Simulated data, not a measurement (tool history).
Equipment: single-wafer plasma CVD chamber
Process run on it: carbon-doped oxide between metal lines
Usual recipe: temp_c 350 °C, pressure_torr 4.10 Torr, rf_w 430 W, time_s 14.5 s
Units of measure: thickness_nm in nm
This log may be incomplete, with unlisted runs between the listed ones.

run   hour  temp_c  pressure_torr  rf_w  time_s  read-back reference wafer on the same gauge, thickness_nm  thickness_nm
  1    0.0     345           4.10   430    14.5                                                     72.749        69.481
  2   29.4     345           4.10   430    14.5                                                     72.713        69.405
  3   55.5     345           4.10   430    14.5                                                     72.690        69.210
  4   79.1     350           4.10   385    14.5                                                     72.682        63.397
  5  100.7     350           4.10   430    14.5                                                     72.697        68.364
     117.0  -- gauge calibrated
  6  120.8     350           4.10   430    14.5                                                     72.682        68.266
  7  152.7     350           4.10   430    14.5                                                     72.701        68.199
  8  184.8     350           4.10   430    14.5                                                     72.652        68.036
  9  218.1     350           4.10   430    14.5                                                     72.738        67.929
 10  236.5     350           4.10   430    14.5                                                     72.731        68.304
 11  305.3     350           4.10   430    14.5                                                     72.709        68.087
     317.9  -- showerhead replaced
 12  325.2     350           3.48   430    12.7                                                     72.741        58.740
     339.0  -- capacitance manometer re-zeroed and calibrated
 13  339.5     350           4.10   350    12.8                                                     72.753        52.338
     366.1  -- RF generator calibrated
 14  373.5     336           5.11   430    16.0                                                     72.701        84.969
     386.7  -- thermocouple changed; heater temperature recalibrated
 15  387.2     350           3.66   430    16.9                                                     72.690        82.533
 16  417.5     356           3.12   485    11.7                                                     72.703        59.484
     430.4  -- gauge calibrated
 17  438.8     336           4.66   375    17.1                                                     72.739        82.071
 18  454.3     345           4.10   515    14.5                                                     72.731        80.733
 19  475.7     350           4.10   430    14.5                                                     72.724        71.425
 20  491.7     350           4.10   385    14.5                                                     72.682        66.806
 21  526.4     350           4.10   385    16.9                                                     72.692        77.607
 22  555.8     364           4.44   400    14.5                                                     72.713        65.818

Measured less the same run without the tool's hidden state. The same run-to-run variation is in both; the gauge's scatter may not be:
Hidden conditions of the tool in this case: wafer temperature above the value expected at the setpoint (K); delivered RF power above the setpoint (%); true pressure above the setpoint (%); gauge reads high (%).
run  thickness_nm
  1        -3.331
  2        -3.383
  3        -3.422
  4        -3.276
  5        -3.465
  6        -3.497
  7        -3.554
  8        -3.606
  9        -3.662
 10        -3.718
 11        -3.836
 12        -3.341
 13        -3.120
 14        -0.145
 15        -0.169
 16        -0.144
 17        -0.284
 18        -0.253
 19        -0.303
 20        -0.309
 21        -0.425
 22        -0.409
